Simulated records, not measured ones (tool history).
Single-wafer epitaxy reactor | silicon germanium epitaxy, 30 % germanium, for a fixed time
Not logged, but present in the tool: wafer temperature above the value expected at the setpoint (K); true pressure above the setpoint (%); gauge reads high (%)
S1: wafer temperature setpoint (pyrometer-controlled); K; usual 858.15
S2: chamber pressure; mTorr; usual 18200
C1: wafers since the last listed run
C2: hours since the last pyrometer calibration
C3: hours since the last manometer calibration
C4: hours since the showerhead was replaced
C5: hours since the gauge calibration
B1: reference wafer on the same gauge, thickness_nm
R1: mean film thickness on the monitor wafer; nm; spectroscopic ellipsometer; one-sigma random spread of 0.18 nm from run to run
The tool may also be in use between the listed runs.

run 1 hour=0.0 | S1=851.15 S2=19900 | C1=0 C2=570.8 C3=1813.2 C4=5626.5 C5=1550.6 | B1=51.442 | R1=39.807
run 2 hour=71.5 | S1=858.15 S2=15300 | C1=1484 C2=642.3 C3=1884.7 C4=5698.0 C5=1622.1 | B1=51.568 | R1=43.642
run 3 hour=126.1 | S1=858.15 S2=15300 | C1=1133 C2=696.9 C3=1939.3 C4=5752.6 C5=1676.7 | B1=51.475 | R1=43.850
run 4 hour=174.5 | S1=858.15 S2=18200 | C1=1005 C2=745.3 C3=1987.7 C4=5801.0 C5=1725.1 | B1=51.508 | R1=45.595
run 5 hour=203.2 | S1=858.15 S2=18200 | C1=595 C2=774.0 C3=2016.4 C4=5829.7 C5=1753.8 | B1=51.458 | R1=45.458
run 6 hour=242.8 | S1=866.15 S2=15100 | C1=822 C2=813.6 C3=2056.0 C4=5869.3 C5=1793.4 | B1=51.514 | R1=51.377
run 7 hour=280.5 | S1=866.15 S2=15100 | C1=782 C2=851.3 C3=2093.7 C4=5907.0 C5=1831.1 | B1=51.498 | R1=51.239
run 8 hour=314.4 | S1=858.15 S2=20400 | C1=703 C2=885.2 C3=2127.6 C4=5940.9 C5=1865.0 | B1=51.527 | R1=46.102
run 9 hour=355.6 | S1=858.15 S2=20400 | C1=855 C2=926.4 C3=2168.8 C4=5982.1 C5=1906.2 | B1=51.513 | R1=46.012
-- hour=385.8 pyrometer calibrated
run 10 hour=406.1 | S1=858.15 S2=20400 | C1=882 C2=20.3 C3=2219.3 C4=6032.6 C5=1956.7 | B1=51.470 | R1=46.532
run 11 hour=441.7 | S1=858.15 S2=18200 | C1=739 C2=55.9 C3=2254.9 C4=6068.2 C5=1992.3 | B1=51.518 | R1=45.057
-- hour=492.9 showerhead replaced
run 12 hour=581.8 | S1=858.15 S2=20400 | C1=2743 C2=196.0 C3=2395.0 C4=88.9 C5=2132.4 | B1=51.465 | R1=45.950
run 13 hour=620.3 | S1=858.15 S2=18200 | C1=799 C2=234.5 C3=2433.5 C4=127.4 C5=2170.9 | B1=51.503 | R1=45.079
run 14 hour=660.3 | S1=858.15 S2=18200 | C1=830 C2=274.5 C3=2473.5 C4=167.4 C5=2210.9 | B1=51.551 | R1=45.110
run 15 hour=714.8 | S1=858.15 S2=20700 | C1=1131 C2=329.0 C3=2528.0 C4=221.9 C5=2265.4 | B1=51.511 | R1=45.922
run 16 hour=747.0 | S1=844.15 S2=15600 | C1=668 C2=361.2 C3=2560.2 C4=254.1 C5=2297.6 | B1=51.463 | R1=32.394
run 17 hour=779.4 | S1=858.15 S2=18200 | C1=672 C2=393.6 C3=2592.6 C4=286.5 C5=2330.0 | B1=51.476 | R1=44.984
run 18 hour=834.0 | S1=867.15 S2=21500 | C1=1133 C2=448.2 C3=2647.2 C4=341.1 C5=2384.6 | B1=51.558 | R1=55.837
-- hour=874.5 capacitance manometer re-zeroed and calibrated
run 19 hour=878.9 | S1=869.15 S2=14500 | C1=766 C2=493.1 C3=4.4 C4=386.0 C5=2429.5 | B1=51.536 | R1=54.699
run 20 hour=917.9 | S1=844.15 S2=21000 | C1=809 C2=532.1 C3=43.4 C4=425.0 C5=2468.5 | B1=51.426 | R1=34.917
run 21 hour=970.9 | S1=872.15 S2=22400 | C1=1100 C2=585.1 C3=96.4 C4=478.0 C5=2521.5 | B1=51.400 | R1=62.955
-- hour=1067.5 gauge calibrated
run 22 hour=1150.9 | S1=872.15 S2=20900 | C1=3737 C2=765.1 C3=276.4 C4=658.0 C5=83.4 | B1=51.484 | R1=62.016
run 23 hour=1182.7 | S1=858.15 S2=18200 | C1=660 C2=796.9 C3=308.2 C4=689.8 C5=115.2 | B1=51.460 | R1=45.763
run 24 hour=1233.2 | S1=865.15 S2=16900 | C1=1048 C2=847.4 C3=358.7 C4=740.3 C5=165.7 | B1=51.484 | R1=51.548
run 25 hour=1265.1 | S1=858.15 S2=18200 | C1=662 C2=879.3 C3=390.6 C4=772.2 C5=197.6 | B1=51.451 | R1=45.375
run 26 hour=1334.1 | S1=846.15 S2=21900 | C1=1432 C2=948.3 C3=459.6 C4=841.2 C5=266.6 | B1=51.448 | R1=36.930
run 27 hour=1362.7 | S1=846.15 S2=18200 | C1=593 C2=976.9 C3=488.2 C4=869.8 C5=295.2 | B1=51.493 | R1=35.420
run 28 hour=1432.9 | S1=863.15 S2=18200 | C1=1457 C2=1047.1 C3=558.4 C4=940.0 C5=365.4 | B1=51.512 | R1=50.147
run 29 hour=1457.8 | S1=864.15 S2=14100 | C1=517 C2=1072.0 C3=583.3 C4=964.9 C5=390.3 | B1=51.433 | R1=49.014
run 30 hour=1482.0 | S1=869.15 S2=15800 | C1=502 C2=1096.2 C3=607.5 C4=989.1 C5=414.5 | B1=51.508 | R1=55.617
run 31 hour=1543.0 | S1=850.15 S2=22300 | C1=1266 C2=1157.2 C3=668.5 C4=1050.1 C5=475.5 | B1=51.492 | R1=39.958
-- hour=1599.3 pyrometer calibrated
run 32 hour=1614.8 | S1=869.15 S2=22200 | C1=1324 C2=15.5 C3=740.3 C4=1121.9 C5=547.3 | B1=51.429 | R1=59.528
run 33 hour=1729.3 | S1=858.15 S2=18200 | C1=2377 C2=130.0 C3=854.8 C4=1236.4 C5=661.8 | B1=51.482 | R1=45.091
run 34 hour=1762.8 | S1=853.15 S2=19600 | C1=695 C2=163.5 C3=888.3 C4=1269.9 C5=695.3 | B1=51.451 | R1=41.378

Predict each of these 5 candidate next runs independently; none follows another, all start after run 34:
run A hour=1763.2 | S1=858.15 S2=22400 | C1=8 C2=163.9 C3=888.7 C4=1270.3 C5=695.7 | B1=? | R1=?
run B hour=1763.2 | S1=867.15 S2=20000 | C1=8 C2=163.9 C3=888.7 C4=1270.3 C5=695.7 | B1=? | R1=?
run C hour=1763.2 | S1=843.15 S2=21300 | C1=8 C2=163.9 C3=888.7 C4=1270.3 C5=695.7 | B1=? | R1=?
run D hour=1763.2 | S1=854.15 S2=20000 | C1=8 C2=163.9 C3=888.7 C4=1270.3 C5=695.7 | B1=? | R1=?
run E hour=1763.2 | S1=868.15 S2=18200 | C1=8 C2=163.9 C3=888.7 C4=1270.3 C5=695.7 | B1=? | R1=?

run=A B1=51.595 R1=47.627
run=B B1=51.595 R1=55.843
run=C B1=51.595 R1=34.365
run=D B1=51.595 R1=42.782
run=E B1=51.595 R1=55.890
Take away the tool's hidden state, keep each run's random variation, and the runs would have read:
run=A R1=47.742
run=B R1=55.977
run=C R1=34.448
run=D R1=42.885
run=E R1=56.024

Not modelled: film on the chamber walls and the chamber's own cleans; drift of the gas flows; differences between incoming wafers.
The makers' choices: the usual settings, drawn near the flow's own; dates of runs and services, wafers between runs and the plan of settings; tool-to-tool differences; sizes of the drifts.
